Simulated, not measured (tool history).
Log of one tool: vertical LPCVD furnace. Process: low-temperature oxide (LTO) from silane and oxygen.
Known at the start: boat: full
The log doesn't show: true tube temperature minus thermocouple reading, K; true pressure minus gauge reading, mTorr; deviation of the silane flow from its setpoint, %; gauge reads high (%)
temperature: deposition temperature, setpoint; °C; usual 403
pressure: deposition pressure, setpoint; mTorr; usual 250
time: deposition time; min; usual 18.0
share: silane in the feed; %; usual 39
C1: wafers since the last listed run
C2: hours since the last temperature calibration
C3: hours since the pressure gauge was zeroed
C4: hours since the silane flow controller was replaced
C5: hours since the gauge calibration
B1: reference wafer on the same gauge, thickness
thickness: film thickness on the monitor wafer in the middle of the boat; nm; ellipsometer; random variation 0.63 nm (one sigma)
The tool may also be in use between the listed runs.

{"run": 1, "hour": 0.0, "temperature": 409, "pressure": 250, "time": 18.0, "share": 39, "C1": 0, "C2": 30.4, "C3": 26.9, "C4": 6510.4, "C5": 552.2, "B1": 165.0, "thickness": 215.93}
{"hour": 11.8, "done": "gauge calibrated"}
{"run": 2, "hour": 13.4, "temperature": 403, "pressure": 250, "time": 13.5, "share": 39, "C1": 232, "C2": 43.8, "C3": 40.3, "C4": 6523.8, "C5": 1.6, "B1": 165.03, "thickness": 151.06}
{"run": 3, "hour": 22.6, "temperature": 403, "pressure": 250, "time": 13.5, "share": 39, "C1": 159, "C2": 53.0, "C3": 49.5, "C4": 6533.0, "C5": 10.8, "B1": 164.79, "thickness": 151.41}
{"run": 4, "hour": 37.0, "temperature": 403, "pressure": 250, "time": 13.5, "share": 39, "C1": 249, "C2": 67.4, "C3": 63.9, "C4": 6547.4, "C5": 25.2, "B1": 164.97, "thickness": 152.38}
{"run": 5, "hour": 46.9, "temperature": 403, "pressure": 215, "time": 18.0, "share": 39, "C1": 171, "C2": 77.3, "C3": 73.8, "C4": 6557.3, "C5": 35.1, "B1": 164.95, "thickness": 175.08}
{"run": 6, "hour": 64.8, "temperature": 403, "pressure": 215, "time": 18.0, "share": 39, "C1": 310, "C2": 95.2, "C3": 91.7, "C4": 6575.2, "C5": 53.0, "B1": 164.9, "thickness": 174.72}
{"run": 7, "hour": 82.7, "temperature": 403, "pressure": 250, "time": 18.0, "share": 39, "C1": 310, "C2": 113.1, "C3": 109.6, "C4": 6593.1, "C5": 70.9, "B1": 164.94, "thickness": 203.14}
{"run": 8, "hour": 99.6, "temperature": 407, "pressure": 210, "time": 18.0, "share": 32, "C1": 293, "C2": 130.0, "C3": 126.5, "C4": 6610.0, "C5": 87.8, "B1": 164.87, "thickness": 137.47}
{"run": 9, "hour": 115.8, "temperature": 403, "pressure": 250, "time": 18.0, "share": 39, "C1": 281, "C2": 146.2, "C3": 142.7, "C4": 6626.2, "C5": 104.0, "B1": 164.85, "thickness": 203.11}
{"run": 10, "hour": 133.5, "temperature": 410, "pressure": 290, "time": 22.0, "share": 42, "C1": 307, "C2": 163.9, "C3": 160.4, "C4": 6643.9, "C5": 121.7, "B1": 165.02, "thickness": 337.39}
{"run": 11, "hour": 150.5, "temperature": 403, "pressure": 195, "time": 18.0, "share": 39, "C1": 295, "C2": 180.9, "C3": 177.4, "C4": 6660.9, "C5": 138.7, "B1": 164.89, "thickness": 159.32}
{"run": 12, "hour": 158.7, "temperature": 399, "pressure": 290, "time": 14.5, "share": 42, "C1": 142, "C2": 189.1, "C3": 185.6, "C4": 6669.1, "C5": 146.9, "B1": 164.91, "thickness": 197.86}
{"run": 13, "hour": 168.7, "temperature": 403, "pressure": 250, "time": 18.0, "share": 32, "C1": 173, "C2": 199.1, "C3": 195.6, "C4": 6679.1, "C5": 156.9, "B1": 165.06, "thickness": 156.29}
{"run": 14, "hour": 176.0, "temperature": 403, "pressure": 275, "time": 18.0, "share": 36, "C1": 126, "C2": 206.4, "C3": 202.9, "C4": 6686.4, "C5": 164.2, "B1": 165.02, "thickness": 202.38}
{"run": 15, "hour": 183.4, "temperature": 393, "pressure": 225, "time": 18.0, "share": 45, "C1": 128, "C2": 213.8, "C3": 210.3, "C4": 6693.8, "C5": 171.6, "B1": 164.99, "thickness": 192.58}
{"run": 16, "hour": 199.0, "temperature": 403, "pressure": 305, "time": 18.0, "share": 39, "C1": 270, "C2": 229.4, "C3": 225.9, "C4": 6709.4, "C5": 187.2, "B1": 165.04, "thickness": 247.74}
{"run": 17, "hour": 234.5, "temperature": 411, "pressure": 215, "time": 23.5, "share": 32, "C1": 616, "C2": 264.9, "C3": 261.4, "C4": 6744.9, "C5": 222.7, "B1": 165.06, "thickness": 193.43}
{"hour": 260.3, "done": "silane flow controller replaced"}
{"run": 18, "hour": 260.8, "temperature": 403, "pressure": 195, "time": 13.0, "share": 34, "C1": 39, "C2": 291.2, "C3": 287.7, "C4": 0.5, "C5": 249.0, "B1": 164.92, "thickness": 97.14}
{"run": 19, "hour": 265.1, "temperature": 403, "pressure": 250, "time": 11.0, "share": 39, "C1": 74, "C2": 295.5, "C3": 292.0, "C4": 4.8, "C5": 253.3, "B1": 165.18, "thickness": 124.56}
{"run": 20, "hour": 275.4, "temperature": 403, "pressure": 250, "time": 18.0, "share": 39, "C1": 178, "C2": 305.8, "C3": 302.3, "C4": 15.1, "C5": 263.6, "B1": 165.09, "thickness": 203.3}
{"run": 21, "hour": 293.1, "temperature": 406, "pressure": 250, "time": 18.0, "share": 39, "C1": 307, "C2": 323.5, "C3": 320.0, "C4": 32.8, "C5": 281.3, "B1": 164.94, "thickness": 211.05}
{"run": 22, "hour": 308.6, "temperature": 403, "pressure": 250, "time": 18.0, "share": 42, "C1": 268, "C2": 339.0, "C3": 335.5, "C4": 48.3, "C5": 296.8, "B1": 164.97, "thickness": 223.31}
{"run": 23, "hour": 323.2, "temperature": 409, "pressure": 250, "time": 23.5, "share": 34, "C1": 253, "C2": 353.6, "C3": 350.1, "C4": 62.9, "C5": 311.4, "B1": 165.16, "thickness": 237.97}
{"run": 24, "hour": 334.3, "temperature": 408, "pressure": 310, "time": 18.0, "share": 39, "C1": 192, "C2": 364.7, "C3": 361.2, "C4": 74.0, "C5": 322.5, "B1": 165.21, "thickness": 267.28}
{"run": 25, "hour": 345.7, "temperature": 410, "pressure": 250, "time": 18.0, "share": 39, "C1": 197, "C2": 376.1, "C3": 372.6, "C4": 85.4, "C5": 333.9, "B1": 164.98, "thickness": 221.11}
{"run": 26, "hour": 352.4, "temperature": 403, "pressure": 285, "time": 18.0, "share": 39, "C1": 116, "C2": 382.8, "C3": 379.3, "C4": 92.1, "C5": 340.6, "B1": 164.99, "thickness": 231.94}
{"run": 27, "hour": 364.4, "temperature": 412, "pressure": 250, "time": 18.0, "share": 33, "C1": 208, "C2": 394.8, "C3": 391.3, "C4": 104.1, "C5": 352.6, "B1": 165.11, "thickness": 182.62}
{"run": 28, "hour": 382.3, "temperature": 403, "pressure": 215, "time": 24.5, "share": 39, "C1": 310, "C2": 412.7, "C3": 409.2, "C4": 122.0, "C5": 370.5, "B1": 164.91, "thickness": 240.87}
{"run": 29, "hour": 391.5, "temperature": 403, "pressure": 230, "time": 18.0, "share": 39, "C1": 159, "C2": 421.9, "C3": 418.4, "C4": 131.2, "C5": 379.7, "B1": 165.22, "thickness": 188.1}
{"run": 30, "hour": 404.9, "temperature": 409, "pressure": 235, "time": 20.5, "share": 37, "C1": 232, "C2": 435.3, "C3": 431.8, "C4": 144.6, "C5": 393.1, "B1": 164.96, "thickness": 218.67}
{"run": 31, "hour": 414.1, "temperature": 403, "pressure": 230, "time": 18.0, "share": 39, "C1": 159, "C2": 444.5, "C3": 441.0, "C4": 153.8, "C5": 402.3, "B1": 164.97, "thickness": 188.94}
{"run": 32, "hour": 425.1, "temperature": 403, "pressure": 300, "time": 18.0, "share": 39, "C1": 190, "C2": 455.5, "C3": 452.0, "C4": 164.8, "C5": 413.3, "B1": 164.89, "thickness": 246.53}

Hidden state at the last listed run before each entry between runs and at the first one after, where it differs:
Between runs 1 and 2: gauge calibrated (hour 11.8)
  true tube temperature minus thermocouple reading, K: 0.133 -> 0.135; true pressure minus gauge reading, mTorr: 2.34 -> 2.44
  measured less the result without the state, thickness: +2.31 -> +1.68 nm
Between runs 17 and 18: silane flow controller replaced (hour 260.3)
  true tube temperature minus thermocouple reading, K: 0.241 -> 0.263; true pressure minus gauge reading, mTorr: 4.07 -> 4.26
  measured less the result without the state, thickness: +4.11 -> +2.36 nm
